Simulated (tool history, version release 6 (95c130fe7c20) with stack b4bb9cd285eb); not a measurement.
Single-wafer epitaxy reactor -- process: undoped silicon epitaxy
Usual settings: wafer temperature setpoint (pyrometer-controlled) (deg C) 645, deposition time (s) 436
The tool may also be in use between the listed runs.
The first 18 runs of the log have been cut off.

run   hour  wafer temperature setpoint (pyrometer-controlled) (deg C)  deposition time (s)  wafers since the last listed run  hours since the last pyrometer calibration  hours since the gauge calibration  read-back reference wafer on the same gauge, thickness_nm  mean film thickness on the monitor wafer (Å)
     533.7  -- gauge calibrated
 19  558.7                                                        658                  409                               137                                       835.0                               25.0                                                     69.526                                        734.35
 20  578.7                                                        645                  504                                95                                       855.0                               45.0                                                     69.478                                        646.06
 21  604.6                                                        658                  498                               123                                       880.9                               70.9                                                     69.331                                        883.71
 22  618.7                                                        645                  436                                67                                       895.0                               85.0                                                     69.451                                        560.52
 23  645.8                                                        645                  436                               129                                       922.1                              112.1                                                     69.298                                        558.58
 24  668.2                                                        633                  436                               106                                       944.5                              134.5                                                     69.424                                        408.04
 25  724.1                                                        659                  367                               266                                      1000.4                              190.4                                                     69.439                                        659.70
 26  750.4                                                        645                  403                               125                                      1026.7                              216.7                                                     69.418                                        511.02
     761.5  -- pyrometer calibrated
 27  773.1                                                        652                  369                                69                                        11.6                              239.4                                                     69.287                                        587.93
 28  879.0                                                        634                  475                               504                                       117.5                              345.3                                                     69.306                                        482.05
 29  963.3                                                        645                  436                               401                                       201.8                              429.6                                                     69.226                                        586.46
 30  986.6                                                        634                  404                               110                                       225.1                              452.9                                                     69.441                                        412.03

Predict each of these 3 candidate next runs independently; none follows another, all start after run 30:
  A  987.1                                                        645                  436                                 2                                       225.6                              453.4                                                          ?                                             ?
  B  987.1                                                        645                  459                                 2                                       225.6                              453.4                                                          ?                                             ?
  C  987.1                                                        655                  510                                 2                                       225.6                              453.4                                                          ?                                             ?

run  read-back reference wafer on the same gauge, thickness_nm  mean film thickness on the monitor wafer (Å)
  A                                                     69.390                                        583.93
  B                                                     69.390                                        614.73
  C                                                     69.390                                        875.24
Stripped of hidden state, with their random variation kept, the same runs would have yielded:
run  mean film thickness on the monitor wafer (Å)
  A                                        582.30
  B                                        613.02
  C                                        872.86
